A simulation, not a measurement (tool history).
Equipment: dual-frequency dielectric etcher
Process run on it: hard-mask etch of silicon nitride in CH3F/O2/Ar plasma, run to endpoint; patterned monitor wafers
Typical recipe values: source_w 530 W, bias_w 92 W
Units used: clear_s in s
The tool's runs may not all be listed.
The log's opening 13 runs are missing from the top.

run	day	source_w	bias_w	wafers since the last listed run	hours since the last wet clean	hours since the last source power generator calibration	hours since the last bias power generator calibration	hours since the last upper electrode change	incoming incoming film thickness, nm	clear_s
# day 38.45: wet clean of the chamber
14	38.471	490	92	675	0.5	3435.4	3164.1	4535.4	40.95	51.7
15	41.279	480	92	1172	67.9	3502.8	3231.5	4602.8	41.46	52.4
16	43.675	530	92	1000	125.4	3560.3	3289	4660.3	40.9	50.6
17	48.038	580	101	1821	230.1	3665	3393.7	4765	41.26	47.1
18	52.167	650	85	1724	329.2	3764.1	3492.8	4864.1	41.35	47.2
# day 52.65: source power generator calibrated
19	56.429	530	92	1710	431.5	90.7	3595.1	4966.4	41.61	50
20	59.138	630	86	1130	496.5	155.7	3660.1	5031.4	41.36	48
# day 61.567: wet clean of the chamber
21	62.9	530	92	1153	32	246	3750.4	5121.7	41.2	51.5
# day 66.358: upper electrode replaced
22	66.379	600	75	1035	115.5	329.5	3833.9	0.5	41.13	51.8

For run 23, what comes out?
# day 67.85: bias power generator calibrated
23	68.208	640	102	694	159.4	373.4	8.6	44.4	41.01	?

clear_s: 45.5 s
Were there no unlogged condition in the tool, this run, its random variation unchanged, would have produced clear_s 45.8 s.

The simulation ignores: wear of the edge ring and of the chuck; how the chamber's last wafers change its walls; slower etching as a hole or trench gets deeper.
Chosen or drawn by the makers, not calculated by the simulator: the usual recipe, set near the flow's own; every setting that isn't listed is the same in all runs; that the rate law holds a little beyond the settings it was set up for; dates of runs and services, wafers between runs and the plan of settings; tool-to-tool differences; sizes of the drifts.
